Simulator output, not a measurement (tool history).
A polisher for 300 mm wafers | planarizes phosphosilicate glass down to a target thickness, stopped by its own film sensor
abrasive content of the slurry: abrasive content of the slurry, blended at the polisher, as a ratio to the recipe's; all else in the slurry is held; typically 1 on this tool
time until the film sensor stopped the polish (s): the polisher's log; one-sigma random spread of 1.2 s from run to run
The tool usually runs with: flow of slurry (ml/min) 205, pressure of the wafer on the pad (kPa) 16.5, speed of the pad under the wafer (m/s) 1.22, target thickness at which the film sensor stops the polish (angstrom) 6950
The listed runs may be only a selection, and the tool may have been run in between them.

run,day,flow of slurry (ml/min),pressure of the wafer on the pad (kPa),speed of the pad under the wafer (m/s),abrasive content of the slurry,target thickness at which the film sensor stops the polish (angstrom),"incoming thickness of the incoming film, nm",time until the film sensor stopped the polish (s)
1,0,205,16.5,1.22,1,6950,1236,66
# day 0.138: slurry nozzle cleaned
2,1.904,205,16.5,1.22,1,6950,1247.3,68
# day 2.8: slurry blender recalibrated
3,3.233,250,16.5,1.22,1,6950,1240.2,67.3
4,4.371,250,16.5,1.22,1,6950,1228.3,63.2
5,5.596,205,16.5,1.22,1,6950,1249.7,68
6,7.158,205,16.5,1.22,1,6950,1215.3,62.4
# day 7.688: head pressure recalibrated
# day 8.904: conditioning disc replaced and pad reconditioned
7,9.133,205,16.5,1.22,1,8210,1238.7,51.5
# day 9.904: worn pad replaced by a new one
8,11.654,205,19.3,1.22,1,8850,1224.6,36.3
9,12.958,205,13.8,1.22,0.85,6950,1220.5,82.4
# day 17.262: slurry blender recalibrated
10,17.654,180,16.5,1.48,0.85,8680,1253.8,48
11,19.667,205,16.5,1.22,1,6950,1242.3,67.7
# day 21.633: conditioning disc replaced and pad reconditioned
12,21.688,205,16.5,1.22,1,6950,1237.6,67
13,22.792,205,18.6,1.22,1,6950,1251.4,68
# day 23.329: slurry nozzle cleaned
# day 23.546: worn pad replaced by a new one
14,24.129,225,11.7,1.22,0.9,6950,1249.3,91.7
15,25.846,205,16.5,1.56,0.75,5140,1244.1,95.6
16,28.083,205,16.5,1.22,1,6950,1227.6,64.6
# day 31.646: slurry blender recalibrated
17,31.667,145,16.5,0.82,0.9,6950,1228.7,98.5
# day 32.246: head pressure recalibrated
18,33.562,205,16.5,1.22,1,6950,1253,68.3
19,34.575,205,16.5,1.22,1,7490,1239.1,63.8
# day 35.508: conditioning disc replaced and pad reconditioned
20,36.233,205,16.5,1.22,1,6950,1238.5,66.9
# day 38.004: worn pad replaced by a new one
21,38.929,205,16.5,1.22,1.1,6950,1259.8,64.2
22,40.125,205,20.7,1.06,0.9,8370,1241.2,49.9
23,42.562,225,11.7,1.22,0.9,6950,1254.7,94.7
# day 44.062: slurry blender recalibrated
24,44.083,205,16.5,1.22,1,6950,1223.5,62.5

Branching from run 24: 5 alternative next runs. What would each branch give?
A,44.1,245,16.5,1.22,1,6950,1233.6,?
B,44.1,205,18.6,1.22,1.2,6950,1233.6,?
C,44.1,205,16.5,1.22,1.3,6470,1233.6,?
D,44.1,205,16.5,1.44,0.8,6950,1233.6,?
E,44.1,235,20.7,1.04,1,8020,1233.6,?

run,time until the film sensor stopped the polish (s)
A,64.9
B,54.5
C,62.2
D,70.2
E,49.4
Without the tool's unlogged condition, the same runs would have read:
run,time until the film sensor stopped the polish (s)
A,64
B,53.7
C,61.3
D,69.2
E,48.7

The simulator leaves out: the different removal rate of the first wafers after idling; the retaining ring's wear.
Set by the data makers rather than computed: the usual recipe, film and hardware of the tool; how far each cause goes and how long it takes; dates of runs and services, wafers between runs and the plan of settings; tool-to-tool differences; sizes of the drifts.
